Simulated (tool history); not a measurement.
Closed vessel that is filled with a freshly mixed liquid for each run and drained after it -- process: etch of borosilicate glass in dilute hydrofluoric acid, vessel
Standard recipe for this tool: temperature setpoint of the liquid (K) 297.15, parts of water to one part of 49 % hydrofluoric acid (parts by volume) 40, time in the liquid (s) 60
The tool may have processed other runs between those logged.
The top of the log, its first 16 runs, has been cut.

run    hour  temperature setpoint of the liquid (K)  parts of water to one part of 49 % hydrofluoric acid (parts by volume)  time in the liquid (s)  read-back film thickness of the borosilicate glass reference wafer, read on the same gauge (nm)  thickness taken off the borosilicate glass on a monitor wafer (Å)
 17   736.2                                  299.15                                                                      60                      60                                                                                            40.00                                                              565.0
 18   763.3                                  294.65                                                                      60                      30                                                                                            40.04                                                              234.0
 19   809.5                                  301.15                                                                      40                      60                                                                                            39.98                                                              939.6
 20   841.6                                  292.65                                                                      55                      35                                                                                            40.05                                                              277.7
      865.9  -- thermometer replaced
 21   869.2                                  293.65                                                                      40                      60                                                                                            40.00                                                              652.2
 22   918.7                                  297.15                                                                      50                      60                                                                                            39.99                                                              598.3
      923.6  -- hydrofluoric acid flow meter replaced
 23   960.7                                  297.15                                                                      60                      30                                                                                            40.01                                                              230.7
 24   990.1                                  297.15                                                                      30                      60                                                                                            40.00                                                              958.2
 25  1057.4                                  300.65                                                                      55                      35                                                                                            39.98                                                              339.1
 26  1105.1                                  297.15                                                                      30                      60                                                                                            40.01                                                              963.1
 27  1158.6                                  293.15                                                                      20                      35                                                                                            39.95                                                              724.4
 28  1213.3                                  297.15                                                                      50                      80                                                                                            39.98                                                              762.9
 29  1238.1                                  297.15                                                                      40                      60                                                                                            39.99                                                              725.9
 30  1309.5                                  297.15                                                                      40                      85                                                                                            39.97                                                             1037.2
 31  1355.5                                  297.15                                                                      40                      60                                                                                            39.96                                                              726.1

Forecast run 32:
 32  1399.5                                  297.15                                                                      40                      60                                                                                                ?                                                                  ?

read-back film thickness of the borosilicate glass reference wafer, read on the same gauge (nm): 40.00
thickness taken off the borosilicate glass on a monitor wafer (Å): 725.4
Take away the tool's hidden state, keep the run-to-run variation as it was, and the same run would have given thickness taken off the borosilicate glass on a monitor wafer (Å) 698.9.
